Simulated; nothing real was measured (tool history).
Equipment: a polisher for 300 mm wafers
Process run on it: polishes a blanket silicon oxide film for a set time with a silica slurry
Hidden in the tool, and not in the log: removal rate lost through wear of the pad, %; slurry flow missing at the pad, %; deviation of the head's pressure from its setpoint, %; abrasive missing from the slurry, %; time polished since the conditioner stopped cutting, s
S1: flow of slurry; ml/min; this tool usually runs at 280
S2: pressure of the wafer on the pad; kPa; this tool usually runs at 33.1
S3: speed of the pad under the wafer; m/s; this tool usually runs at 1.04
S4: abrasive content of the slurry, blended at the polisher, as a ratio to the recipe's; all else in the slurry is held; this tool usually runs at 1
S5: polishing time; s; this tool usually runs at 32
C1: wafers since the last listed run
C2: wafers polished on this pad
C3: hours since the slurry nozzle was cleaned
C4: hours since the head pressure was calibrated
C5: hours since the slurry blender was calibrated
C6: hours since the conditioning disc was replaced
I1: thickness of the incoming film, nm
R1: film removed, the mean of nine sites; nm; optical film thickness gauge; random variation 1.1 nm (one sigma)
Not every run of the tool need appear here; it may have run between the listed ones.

{"run": 1, "hour": 0.0, "S1": 280, "S2": 33.1, "S3": 1.04, "S4": 1, "S5": 32, "C1": 0, "C2": 6, "C3": 222.8, "C4": 777.4, "C5": 96.8, "C6": 103.6, "I1": 1072.4, "R1": 89.2}
{"hour": 13.8, "done": "slurry blender recalibrated"}
{"run": 2, "hour": 37.8, "S1": 280, "S2": 33.1, "S3": 1.04, "S4": 1, "S5": 32, "C1": 309, "C2": 315, "C3": 260.6, "C4": 815.2, "C5": 24, "C6": 141.4, "I1": 1049.1, "R1": 84.2}
{"run": 3, "hour": 52.9, "S1": 280, "S2": 41.4, "S3": 1.04, "S4": 1, "S5": 32, "C1": 130, "C2": 446, "C3": 275.7, "C4": 830.3, "C5": 39.1, "C6": 156.5, "I1": 1091, "R1": 97.5}
{"hour": 55.2, "done": "slurry nozzle cleaned"}
{"run": 4, "hour": 66.2, "S1": 280, "S2": 33.1, "S3": 1.04, "S4": 1.15, "S5": 25, "C1": 106, "C2": 552, "C3": 11, "C4": 843.6, "C5": 52.4, "C6": 169.8, "I1": 1064.4, "R1": 67.9}
{"run": 5, "hour": 74.1, "S1": 280, "S2": 33.1, "S3": 1.04, "S4": 1, "S5": 32, "C1": 68, "C2": 620, "C3": 18.9, "C4": 851.5, "C5": 60.3, "C6": 177.7, "I1": 1067.9, "R1": 80.5}
{"hour": 82.4, "done": "conditioning disc replaced and pad reconditioned"}
{"run": 6, "hour": 84.1, "S1": 315, "S2": 33.1, "S3": 0.8, "S4": 1, "S5": 32, "C1": 69, "C2": 689, "C3": 28.9, "C4": 861.5, "C5": 70.3, "C6": 1.7, "I1": 1073.2, "R1": 85.8}
{"run": 7, "hour": 95.2, "S1": 230, "S2": 29, "S3": 1.04, "S4": 1, "S5": 32, "C1": 95, "C2": 785, "C3": 40, "C4": 872.6, "C5": 81.4, "C6": 12.8, "I1": 1071.2, "R1": 79.9}
{"hour": 111.9, "done": "slurry blender recalibrated"}
{"run": 8, "hour": 112.5, "S1": 280, "S2": 33.1, "S3": 1.18, "S4": 1, "S5": 32, "C1": 132, "C2": 917, "C3": 57.3, "C4": 889.9, "C5": 0.6, "C6": 30.1, "I1": 1058.1, "R1": 100.3}
{"hour": 120.2, "done": "worn pad replaced by a new one"}
{"run": 9, "hour": 120.7, "S1": 280, "S2": 33.1, "S3": 1.04, "S4": 1, "S5": 27, "C1": 36, "C2": 4, "C3": 65.5, "C4": 898.1, "C5": 8.8, "C6": 38.3, "I1": 1063.7, "R1": 78.8}
{"run": 10, "hour": 132.3, "S1": 240, "S2": 38.6, "S3": 1.04, "S4": 1.25, "S5": 21, "C1": 100, "C2": 104, "C3": 77.1, "C4": 909.7, "C5": 20.4, "C6": 49.9, "I1": 1086.3, "R1": 76.4}
{"hour": 140.2, "done": "head pressure recalibrated"}
{"run": 11, "hour": 140.7, "S1": 340, "S2": 41.4, "S3": 1.24, "S4": 1.2, "S5": 32, "C1": 55, "C2": 159, "C3": 85.5, "C4": 0.5, "C5": 28.8, "C6": 58.3, "I1": 1065.3, "R1": 130.8}
{"run": 12, "hour": 153.0, "S1": 180, "S2": 33.1, "S3": 0.94, "S4": 0.85, "S5": 32, "C1": 106, "C2": 265, "C3": 97.8, "C4": 12.8, "C5": 41.1, "C6": 70.6, "I1": 1075.2, "R1": 75.8}
{"run": 13, "hour": 161.6, "S1": 280, "S2": 23.4, "S3": 0.74, "S4": 1.1, "S5": 35, "C1": 74, "C2": 340, "C3": 106.4, "C4": 21.4, "C5": 49.7, "C6": 79.2, "I1": 1068.2, "R1": 67}
{"run": 14, "hour": 179.5, "S1": 280, "S2": 38.6, "S3": 1.04, "S4": 1, "S5": 32, "C1": 154, "C2": 494, "C3": 124.3, "C4": 39.3, "C5": 67.6, "C6": 97.1, "I1": 1064.2, "R1": 103.7}
{"run": 15, "hour": 193.2, "S1": 280, "S2": 39.3, "S3": 1.04, "S4": 1, "S5": 32, "C1": 118, "C2": 613, "C3": 138, "C4": 53, "C5": 81.3, "C6": 110.8, "I1": 1092.6, "R1": 103.1}
{"hour": 203.2, "done": "slurry blender recalibrated"}
{"run": 16, "hour": 210.7, "S1": 350, "S2": 33.1, "S3": 1.04, "S4": 0.9, "S5": 26, "C1": 133, "C2": 746, "C3": 155.5, "C4": 70.5, "C5": 7.5, "C6": 128.3, "I1": 1093.1, "R1": 68.3}
{"run": 17, "hour": 224.9, "S1": 280, "S2": 33.1, "S3": 1.18, "S4": 0.9, "S5": 22, "C1": 122, "C2": 869, "C3": 169.7, "C4": 84.7, "C5": 21.7, "C6": 142.5, "I1": 1075.6, "R1": 60.4}
{"hour": 241.3, "done": "worn pad replaced by a new one"}
{"run": 18, "hour": 277.7, "S1": 280, "S2": 33.1, "S3": 0.76, "S4": 1, "S5": 40, "C1": 421, "C2": 314, "C3": 222.5, "C4": 137.5, "C5": 74.5, "C6": 195.3, "I1": 1088.3, "R1": 89.9}
{"hour": 284.2, "done": "conditioning disc replaced and pad reconditioned"}
{"run": 19, "hour": 291.2, "S1": 340, "S2": 41.4, "S3": 1.24, "S4": 1.2, "S5": 32, "C1": 99, "C2": 413, "C3": 236, "C4": 151, "C5": 88, "C6": 7, "I1": 1049.1, "R1": 134.5}
{"hour": 306.5, "done": "slurry blender recalibrated"}
{"run": 20, "hour": 312.2, "S1": 280, "S2": 33.1, "S3": 1.04, "S4": 1, "S5": 32, "C1": 164, "C2": 577, "C3": 257, "C4": 172, "C5": 5.7, "C6": 28, "I1": 1077.8, "R1": 92.8}
{"run": 21, "hour": 323.3, "S1": 230, "S2": 33.1, "S3": 1.04, "S4": 0.8, "S5": 43, "C1": 95, "C2": 673, "C3": 268.1, "C4": 183.1, "C5": 16.8, "C6": 39.1, "I1": 1079.9, "R1": 111.1}
{"hour": 327.2, "done": "slurry nozzle cleaned"}
{"run": 22, "hour": 331.2, "S1": 205, "S2": 28.3, "S3": 1.34, "S4": 1.25, "S5": 32, "C1": 59, "C2": 733, "C3": 4, "C4": 191, "C5": 24.7, "C6": 47, "I1": 1062.6, "R1": 96}
{"hour": 348.1, "done": "worn pad replaced by a new one"}
{"run": 23, "hour": 348.6, "S1": 280, "S2": 33.1, "S3": 1.04, "S4": 1, "S5": 32, "C1": 115, "C2": 4, "C3": 21.4, "C4": 208.4, "C5": 42.1, "C6": 64.4, "I1": 1058.2, "R1": 92.2}
{"run": 24, "hour": 362.1, "S1": 280, "S2": 33.1, "S3": 1.04, "S4": 1, "S5": 32, "C1": 116, "C2": 121, "C3": 34.9, "C4": 221.9, "C5": 55.6, "C6": 77.9, "I1": 1065.4, "R1": 89.9}

Predict each of these 5 candidate next runs independently; none follows another, all start after run 24:
{"run": "A", "hour": 362.5, "S1": 280, "S2": 33.1, "S3": 1.04, "S4": 1, "S5": 26, "C1": 3, "C2": 124, "C3": 35.3, "C4": 222.3, "C5": 56, "C6": 78.3, "I1": 1065.3, "R1": "?"}
{"run": "B", "hour": 362.5, "S1": 315, "S2": 33.1, "S3": 1.04, "S4": 0.75, "S5": 22, "C1": 3, "C2": 124, "C3": 35.3, "C4": 222.3, "C5": 56, "C6": 78.3, "I1": 1065.3, "R1": "?"}
{"run": "C", "hour": 362.5, "S1": 280, "S2": 40.7, "S3": 1.04, "S4": 1, "S5": 42, "C1": 3, "C2": 124, "C3": 35.3, "C4": 222.3, "C5": 56, "C6": 78.3, "I1": 1065.3, "R1": "?"}
{"run": "D", "hour": 362.5, "S1": 185, "S2": 33.1, "S3": 1.04, "S4": 1.25, "S5": 32, "C1": 3, "C2": 124, "C3": 35.3, "C4": 222.3, "C5": 56, "C6": 78.3, "I1": 1065.3, "R1": "?"}
{"run": "E", "hour": 362.5, "S1": 315, "S2": 44.8, "S3": 1.04, "S4": 0.7, "S5": 41, "C1": 3, "C2": 124, "C3": 35.3, "C4": 222.3, "C5": 56, "C6": 78.3, "I1": 1065.3, "R1": "?"}

run=A R1=73.1
run=B R1=55.4
run=C R1=141
run=D R1=92.8
run=E R1=129.8
The same runs, with their run-to-run variation unchanged, on a tool lacking any hidden condition would have given:
run=A R1=76.5
run=B R1=58
run=C R1=148.8
run=D R1=97.1
run=E R1=137.7
